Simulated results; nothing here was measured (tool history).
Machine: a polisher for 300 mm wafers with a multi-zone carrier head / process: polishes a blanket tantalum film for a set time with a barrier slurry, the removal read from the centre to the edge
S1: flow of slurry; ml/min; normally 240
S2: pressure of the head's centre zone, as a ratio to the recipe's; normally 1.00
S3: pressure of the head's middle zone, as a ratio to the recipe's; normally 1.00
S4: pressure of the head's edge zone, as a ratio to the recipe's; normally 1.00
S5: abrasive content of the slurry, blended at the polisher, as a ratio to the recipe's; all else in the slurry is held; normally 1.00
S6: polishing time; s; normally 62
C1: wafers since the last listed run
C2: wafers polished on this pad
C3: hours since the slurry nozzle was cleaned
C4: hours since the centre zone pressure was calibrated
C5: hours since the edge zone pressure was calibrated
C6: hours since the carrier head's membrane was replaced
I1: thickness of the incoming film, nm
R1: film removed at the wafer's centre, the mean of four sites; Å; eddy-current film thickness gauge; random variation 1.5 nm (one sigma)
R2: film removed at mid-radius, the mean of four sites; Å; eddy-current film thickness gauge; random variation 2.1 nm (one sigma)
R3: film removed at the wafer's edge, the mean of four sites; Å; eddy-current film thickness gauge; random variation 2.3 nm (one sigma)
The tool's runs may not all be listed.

run 1 day=0.000 | S1=240 S2=1.00 S3=1.00 S4=1.00 S5=1.00 S6=62 | C1=0 C2=2026 C3=86.4 C4=452.3 C5=39.8 C6=282.2 | I1=442.5 | R1=1556 R2=1657 R3=1640
-- day=2.183 worn pad replaced by a new one
run 2 day=4.004 | S1=240 S2=1.00 S3=1.00 S4=0.96 S5=0.95 S6=62 | C1=875 C2=415 C3=182.5 C4=548.4 C5=135.9 C6=378.3 | I1=433.6 | R1=1550 R2=1625 R3=1522
run 3 day=7.146 | S1=240 S2=1.00 S3=1.09 S4=1.00 S5=1.00 S6=62 | C1=716 C2=1132 C3=257.9 C4=623.8 C5=211.3 C6=453.7 | I1=442.8 | R1=1521 R2=1768 R3=1626
run 4 day=10.042 | S1=240 S2=1.00 S3=1.09 S4=1.00 S5=1.00 S6=62 | C1=660 C2=1792 C3=327.4 C4=693.3 C5=280.8 C6=523.2 | I1=444.5 | R1=1533 R2=1789 R3=1597
-- day=11.817 centre zone pressure recalibrated
run 5 day=11.850 | S1=240 S2=1.00 S3=1.00 S4=1.00 S5=1.20 S6=62 | C1=393 C2=2186 C3=370.8 C4=0.8 C5=324.2 C6=566.6 | I1=440.6 | R1=1749 R2=1718 R3=1653
-- day=12.238 worn pad replaced by a new one
run 6 day=15.342 | S1=240 S2=1.00 S3=1.00 S4=1.00 S5=1.20 S6=62 | C1=758 C2=707 C3=454.6 C4=84.6 C5=408.0 C6=650.4 | I1=435.1 | R1=1706 R2=1721 R3=1648
run 7 day=18.875 | S1=240 S2=1.00 S3=1.00 S4=1.00 S5=1.00 S6=62 | C1=805 C2=1513 C3=539.4 C4=169.4 C5=492.8 C6=735.2 | I1=441.5 | R1=1655 R2=1644 R3=1567
run 8 day=21.738 | S1=240 S2=1.00 S3=1.00 S4=1.00 S5=1.00 S6=62 | C1=652 C2=2166 C3=608.1 C4=238.1 C5=561.5 C6=803.9 | I1=448.4 | R1=1599 R2=1678 R3=1590
-- day=23.717 worn pad replaced by a new one
run 9 day=24.592 | S1=240 S2=1.00 S3=1.00 S4=1.00 S5=1.00 S6=62 | C1=613 C2=199 C3=676.6 C4=306.6 C5=630.0 C6=872.4 | I1=433.7 | R1=1608 R2=1661 R3=1601
run 10 day=28.162 | S1=240 S2=0.95 S3=1.06 S4=1.00 S5=1.00 S6=62 | C1=814 C2=1014 C3=762.3 C4=392.3 C5=715.7 C6=958.1 | I1=446.1 | R1=1471 R2=1701 R3=1612
-- day=29.612 edge zone pressure recalibrated
-- day=30.167 slurry nozzle cleaned
run 11 day=31.096 | S1=240 S2=1.00 S3=1.00 S4=1.00 S5=1.00 S6=52 | C1=640 C2=1654 C3=22.3 C4=462.7 C5=35.6 C6=1028.5 | I1=437.5 | R1=1322 R2=1390 R3=1339
-- day=32.825 worn pad replaced by a new one
run 12 day=33.692 | S1=240 S2=1.00 S3=1.00 S4=0.91 S5=1.00 S6=62 | C1=554 C2=197 C3=84.6 C4=525.0 C5=97.9 C6=1090.8 | I1=438.7 | R1=1550 R2=1656 R3=1540
run 13 day=35.442 | S1=240 S2=1.00 S3=1.00 S4=1.00 S5=0.90 S6=70 | C1=399 C2=596 C3=126.6 C4=567.0 C5=139.9 C6=1132.8 | I1=440.7 | R1=1714 R2=1852 R3=1748
-- day=37.221 carrier head's membrane replaced by a new one
run 14 day=37.417 | S1=275 S2=1.00 S3=1.00 S4=1.00 S5=0.80 S6=62 | C1=402 C2=999 C3=174.0 C4=614.4 C5=187.3 C6=4.7 | I1=441.4 | R1=1483 R2=1630 R3=1570
-- day=39.958 centre zone pressure recalibrated
run 15 day=40.867 | S1=240 S2=1.00 S3=1.00 S4=1.00 S5=1.00 S6=62 | C1=767 C2=1767 C3=256.8 C4=21.8 C5=270.1 C6=87.5 | I1=435.4 | R1=1626 R2=1695 R3=1610
-- day=44.496 worn pad replaced by a new one
run 16 day=45.354 | S1=240 S2=0.90 S3=1.00 S4=1.00 S5=1.00 S6=62 | C1=985 C2=195 C3=364.5 C4=129.5 C5=377.8 C6=195.2 | I1=433.2 | R1=1462 R2=1661 R3=1567
run 17 day=48.825 | S1=240 S2=1.00 S3=1.00 S4=1.00 S5=1.00 S6=62 | C1=791 C2=987 C3=447.8 C4=212.8 C5=461.1 C6=278.5 | I1=438.6 | R1=1618 R2=1648 R3=1600
run 18 day=50.421 | S1=240 S2=1.00 S3=0.96 S4=1.00 S5=1.00 S6=62 | C1=364 C2=1351 C3=486.1 C4=251.1 C5=499.4 C6=316.8 | I1=439.1 | R1=1606 R2=1632 R3=1546
run 19 day=52.671 | S1=240 S2=1.12 S3=1.00 S4=0.94 S5=1.00 S6=62 | C1=513 C2=1864 C3=540.1 C4=305.1 C5=553.4 C6=370.8 | I1=432.0 | R1=1785 R2=1670 R3=1550

What if the next run were any one of these 3? Each begins from the tool's condition after run 19:
run A day=52.688 | S1=240 S2=0.89 S3=1.00 S4=1.00 S5=1.00 S6=62 | C1=3 C2=1868 C3=540.5 C4=305.5 C5=553.8 C6=371.2 | I1=433.7 | R1=? R2=? R3=?
run B day=52.688 | S1=240 S2=1.00 S3=1.06 S4=1.00 S5=1.00 S6=62 | C1=3 C2=1868 C3=540.5 C4=305.5 C5=553.8 C6=371.2 | I1=433.7 | R1=? R2=? R3=?
run C day=52.688 | S1=280 S2=1.00 S3=1.00 S4=1.08 S5=1.10 S6=72 | C1=3 C2=1868 C3=540.5 C4=305.5 C5=553.8 C6=371.2 | I1=433.7 | R1=? R2=? R3=?

run=A R1=1435 R2=1609 R3=1641
run=B R1=1615 R2=1686 R3=1640
run=C R1=1951 R2=1939 R3=2038
Stripped of hidden state, with their random variation kept, the same runs would have yielded:
run=A R1=1492 R2=1609 R3=1641
run=B R1=1678 R2=1686 R3=1640
run=C R1=2028 R2=1939 R3=2038

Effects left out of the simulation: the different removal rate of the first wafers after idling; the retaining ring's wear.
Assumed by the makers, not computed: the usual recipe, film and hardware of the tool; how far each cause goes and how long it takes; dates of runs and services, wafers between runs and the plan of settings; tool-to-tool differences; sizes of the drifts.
